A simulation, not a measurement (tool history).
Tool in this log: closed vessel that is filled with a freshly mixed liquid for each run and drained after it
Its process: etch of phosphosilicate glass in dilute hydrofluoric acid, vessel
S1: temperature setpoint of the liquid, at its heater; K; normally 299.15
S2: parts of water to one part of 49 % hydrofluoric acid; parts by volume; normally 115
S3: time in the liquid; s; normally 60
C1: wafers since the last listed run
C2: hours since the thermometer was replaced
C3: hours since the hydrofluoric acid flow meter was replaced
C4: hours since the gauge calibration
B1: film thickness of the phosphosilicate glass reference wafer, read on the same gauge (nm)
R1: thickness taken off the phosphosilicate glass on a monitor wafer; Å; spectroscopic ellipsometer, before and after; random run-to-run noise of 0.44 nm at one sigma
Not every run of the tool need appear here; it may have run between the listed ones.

{"run": 1, "day": 0.0, "S1": 299.15, "S2": 115, "S3": 35, "C1": 0, "C2": 1018.5, "C3": 930.9, "C4": 910.0, "B1": 41.43, "R1": 354.7}
{"run": 2, "day": 3.317, "S1": 299.15, "S2": 115, "S3": 50, "C1": 5174, "C2": 1098.1, "C3": 1010.5, "C4": 989.6, "B1": 41.57, "R1": 517.8}
{"run": 3, "day": 4.992, "S1": 299.15, "S2": 115, "S3": 50, "C1": 2613, "C2": 1138.3, "C3": 1050.7, "C4": 1029.8, "B1": 41.65, "R1": 513.0}
{"run": 4, "day": 7.296, "S1": 299.15, "S2": 115, "S3": 60, "C1": 3595, "C2": 1193.6, "C3": 1106.0, "C4": 1085.1, "B1": 41.72, "R1": 615.8}
{"run": 5, "day": 11.533, "S1": 299.15, "S2": 115, "S3": 45, "C1": 6611, "C2": 1295.3, "C3": 1207.7, "C4": 1186.8, "B1": 41.87, "R1": 467.8}
{"day": 14.933, "done": "gauge calibrated"}
{"run": 6, "day": 15.583, "S1": 299.15, "S2": 115, "S3": 45, "C1": 6318, "C2": 1392.5, "C3": 1304.9, "C4": 15.6, "B1": 39.58, "R1": 438.0}
{"run": 7, "day": 18.158, "S1": 299.15, "S2": 115, "S3": 45, "C1": 4017, "C2": 1454.3, "C3": 1366.7, "C4": 77.4, "B1": 39.69, "R1": 439.9}
{"day": 18.8, "done": "thermometer replaced"}
{"run": 8, "day": 22.6, "S1": 299.15, "S2": 115, "S3": 80, "C1": 6865, "C2": 91.2, "C3": 1473.3, "C4": 184.0, "B1": 39.84, "R1": 782.9}
{"run": 9, "day": 25.696, "S1": 299.15, "S2": 115, "S3": 80, "C1": 4830, "C2": 165.5, "C3": 1547.6, "C4": 258.3, "B1": 39.96, "R1": 792.0}
{"run": 10, "day": 27.933, "S1": 299.15, "S2": 115, "S3": 80, "C1": 3491, "C2": 219.2, "C3": 1601.3, "C4": 312.0, "B1": 40.06, "R1": 793.7}
{"run": 11, "day": 31.717, "S1": 299.15, "S2": 145, "S3": 60, "C1": 5902, "C2": 310.0, "C3": 1692.1, "C4": 402.8, "B1": 40.21, "R1": 453.5}
{"run": 12, "day": 34.75, "S1": 299.15, "S2": 145, "S3": 60, "C1": 4732, "C2": 382.8, "C3": 1764.9, "C4": 475.6, "B1": 40.31, "R1": 460.2}
{"run": 13, "day": 38.883, "S1": 299.15, "S2": 145, "S3": 60, "C1": 6448, "C2": 482.0, "C3": 1864.1, "C4": 574.8, "B1": 40.46, "R1": 455.7}
{"run": 14, "day": 40.875, "S1": 299.15, "S2": 115, "S3": 60, "C1": 3107, "C2": 529.8, "C3": 1911.9, "C4": 622.6, "B1": 40.52, "R1": 604.6}
{"run": 15, "day": 45.362, "S1": 299.15, "S2": 155, "S3": 30, "C1": 7001, "C2": 637.5, "C3": 2019.6, "C4": 730.3, "B1": 40.72, "R1": 214.5}
{"run": 16, "day": 48.412, "S1": 299.15, "S2": 115, "S3": 60, "C1": 4758, "C2": 710.7, "C3": 2092.8, "C4": 803.5, "B1": 40.84, "R1": 607.6}
{"day": 48.567, "done": "hydrofluoric acid flow meter replaced"}
{"run": 17, "day": 50.996, "S1": 301.65, "S2": 115, "S3": 60, "C1": 3965, "C2": 772.7, "C3": 58.3, "C4": 865.5, "B1": 40.97, "R1": 661.2}
{"run": 18, "day": 52.904, "S1": 302.65, "S2": 160, "S3": 90, "C1": 2977, "C2": 818.5, "C3": 104.1, "C4": 911.3, "B1": 41.03, "R1": 699.7}
{"run": 19, "day": 56.438, "S1": 294.65, "S2": 115, "S3": 40, "C1": 5512, "C2": 903.3, "C3": 188.9, "C4": 996.1, "B1": 41.13, "R1": 340.2}
{"run": 20, "day": 60.425, "S1": 301.65, "S2": 95, "S3": 80, "C1": 6221, "C2": 999.0, "C3": 284.6, "C4": 1091.8, "B1": 41.31, "R1": 1113.6}
{"run": 21, "day": 62.442, "S1": 299.15, "S2": 135, "S3": 45, "C1": 3146, "C2": 1047.4, "C3": 333.0, "C4": 1140.2, "B1": 41.38, "R1": 379.8}
{"run": 22, "day": 65.317, "S1": 299.15, "S2": 115, "S3": 30, "C1": 4485, "C2": 1116.4, "C3": 402.0, "C4": 1209.2, "B1": 41.5, "R1": 311.2}
{"run": 23, "day": 68.196, "S1": 302.15, "S2": 115, "S3": 60, "C1": 4492, "C2": 1185.5, "C3": 471.1, "C4": 1278.3, "B1": 41.6, "R1": 697.4}
{"run": 24, "day": 71.512, "S1": 294.65, "S2": 115, "S3": 95, "C1": 5174, "C2": 1265.1, "C3": 550.7, "C4": 1357.9, "B1": 41.75, "R1": 831.0}
{"day": 72.021, "done": "thermometer replaced"}
{"run": 25, "day": 73.554, "S1": 299.15, "S2": 115, "S3": 60, "C1": 3120, "C2": 36.8, "C3": 599.7, "C4": 1406.9, "B1": 41.83, "R1": 618.7}
{"day": 73.671, "done": "gauge calibrated"}
{"run": 26, "day": 77.729, "S1": 303.65, "S2": 170, "S3": 30, "C1": 6513, "C2": 137.0, "C3": 699.9, "C4": 97.4, "B1": 40.24, "R1": 220.0}
{"run": 27, "day": 80.042, "S1": 299.15, "S2": 115, "S3": 60, "C1": 3608, "C2": 192.5, "C3": 755.4, "C4": 152.9, "B1": 40.33, "R1": 595.9}
{"run": 28, "day": 83.946, "S1": 297.65, "S2": 115, "S3": 60, "C1": 6091, "C2": 286.2, "C3": 849.1, "C4": 246.6, "B1": 40.48, "R1": 566.9}
{"run": 29, "day": 88.017, "S1": 301.15, "S2": 135, "S3": 45, "C1": 6351, "C2": 383.9, "C3": 946.8, "C4": 344.3, "B1": 40.64, "R1": 406.9}
{"run": 30, "day": 92.496, "S1": 299.15, "S2": 115, "S3": 60, "C1": 6988, "C2": 491.4, "C3": 1054.3, "C4": 451.8, "B1": 40.77, "R1": 604.9}
{"run": 31, "day": 96.229, "S1": 299.15, "S2": 175, "S3": 85, "C1": 5824, "C2": 581.0, "C3": 1143.9, "C4": 541.4, "B1": 40.92, "R1": 525.2}
{"run": 32, "day": 97.746, "S1": 303.15, "S2": 150, "S3": 70, "C1": 2366, "C2": 617.4, "C3": 1180.3, "C4": 577.8, "B1": 40.98, "R1": 597.7}

For each run, the measured value with the value that run would have given without the tool's hidden condition subtracted. The run-to-run variation is shared by both, the gauge scatter possibly not:
The tool's hidden condition here consists of: liquid colder than its thermometer reads (K); hydrofluoric acid flow below the setpoint (%); gauge reads high (%).
run=1 R1=+12.2
run=2 R1=+19.4
run=3 R1=+20.0
run=4 R1=+25.2
run=5 R1=+20.9
run=6 R1=-4.6
run=7 R1=-3.5
run=8 R1=-3.0
run=9 R1=-0.7
run=10 R1=+1.0
run=11 R1=+2.2
run=12 R1=+3.6
run=13 R1=+5.3
run=14 R1=+8.2
run=15 R1=+3.8
run=16 R1=+12.5
run=17 R1=+15.2
run=18 R1=+17.3
run=19 R1=+9.5
run=20 R1=+35.1
run=21 R1=+12.7
run=22 R1=+11.1
run=23 R1=+26.8
run=24 R1=+34.4
run=25 R1=+26.7
run=26 R1=+1.3
run=27 R1=+4.7
run=28 R1=+6.5
run=29 R1=+6.2
run=30 R1=+11.8
run=31 R1=+12.1
run=32 R1=+14.6

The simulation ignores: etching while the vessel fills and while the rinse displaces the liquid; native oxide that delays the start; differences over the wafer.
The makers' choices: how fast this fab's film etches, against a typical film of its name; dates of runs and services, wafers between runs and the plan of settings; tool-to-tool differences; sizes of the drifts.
